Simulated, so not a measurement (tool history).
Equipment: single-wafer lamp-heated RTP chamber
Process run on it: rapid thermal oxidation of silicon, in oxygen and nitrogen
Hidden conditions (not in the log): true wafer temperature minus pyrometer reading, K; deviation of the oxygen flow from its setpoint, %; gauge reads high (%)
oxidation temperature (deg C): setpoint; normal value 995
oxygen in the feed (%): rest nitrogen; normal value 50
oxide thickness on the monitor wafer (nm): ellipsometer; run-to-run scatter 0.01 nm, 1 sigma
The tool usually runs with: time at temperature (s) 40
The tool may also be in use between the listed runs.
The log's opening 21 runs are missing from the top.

run    hour  oxidation temperature (deg C)  time at temperature (s)  oxygen in the feed (%)  wafers since the last listed run  wafers since the last pyrometer calibration  hours since the oxygen flow controller was replaced  hours since the gauge calibration  read-back reference wafer on the same gauge, thickness  oxide thickness on the monitor wafer (nm)
 22  1990.6                           1009                       40                      50                               346                                         2597                                               2078.6                             1389.6                                                   4.357                                      4.355
 23  2076.4                           1023                       40                      50                               460                                         3057                                               2164.4                             1475.4                                                   4.362                                      4.777
     2126.3  -- gauge calibrated
 24  2140.7                           1004                       40                      50                               345                                         3403                                               2228.7                               14.4                                                   4.362                                      4.214
 25  2197.9                            995                       40                      50                               307                                         3710                                               2285.9                               71.6                                                   4.359                                      3.983
 26  2275.8                            995                       46                      50                               418                                         4128                                               2363.8                              149.5                                                    4.36                                      4.208
     2368.3  -- oxygen flow controller replaced
     2375.4  -- pyrometer window cleaned and pyrometer calibrated
 27  2375.9                            995                       40                      69                               456                                            2                                                  7.6                              249.6                                                   4.361                                      4.412
 28  2460.6                            966                       33                      50                               454                                          457                                                 92.3                              334.3                                                   4.365                                      3.148
 29  2546.8                            981                       28                      27                               462                                          920                                                178.5                              420.5                                                   4.361                                      2.838
 30  2592.8                           1024                       40                      50                               247                                         1167                                                224.5                              466.5                                                   4.362                                      4.846
 31  2679.1                            995                       40                      50                               463                                         1630                                                310.8                              552.8                                                   4.362                                      3.989
 32    2729                            978                       59                      24                               267                                         1898                                                360.7                              602.7                                                    4.36                                      3.419
 33  2825.9                            967                       46                      59                               520                                         2419                                                457.6                              699.6                                                   4.357                                      3.701
 34  2911.7                            995                       40                      50                               460                                         2879                                                543.4                              785.4                                                   4.361                                      3.997
 35  2960.7                            995                       52                      37                               263                                         3142                                                592.4                              834.4                                                   4.361                                      4.037
 36    3018                            968                       40                      26                               307                                         3450                                                649.7                              891.7                                                   4.357                                      2.943

Predict each of these 4 candidate next runs independently; none follows another, all start after run 36:
  A  3018.5                            995                       40                      25                                 2                                         3453                                                650.2                              892.2                                                       ?                                          ?
  B  3018.5                           1020                       56                      64                                 2                                         3453                                                650.2                              892.2                                                       ?                                          ?
  C  3018.5                           1011                       48                      25                                 2                                         3453                                                650.2                              892.2                                                       ?                                          ?
  D  3018.5                            975                       40                      68                                 2                                         3453                                                650.2                              892.2                                                       ?                                          ?

run  read-back reference wafer on the same gauge, thickness  oxide thickness on the monitor wafer (nm)
  A                                                    4.36                                        3.3
  B                                                    4.36                                      5.919
  C                                                    4.36                                      3.843
  D                                                    4.36                                       3.86
The same runs, with their run-to-run variation unchanged, on a tool lacking any hidden condition would have given:
run  oxide thickness on the monitor wafer (nm)
  A                                      3.304
  B                                      5.891
  C                                      3.849
  D                                      3.838

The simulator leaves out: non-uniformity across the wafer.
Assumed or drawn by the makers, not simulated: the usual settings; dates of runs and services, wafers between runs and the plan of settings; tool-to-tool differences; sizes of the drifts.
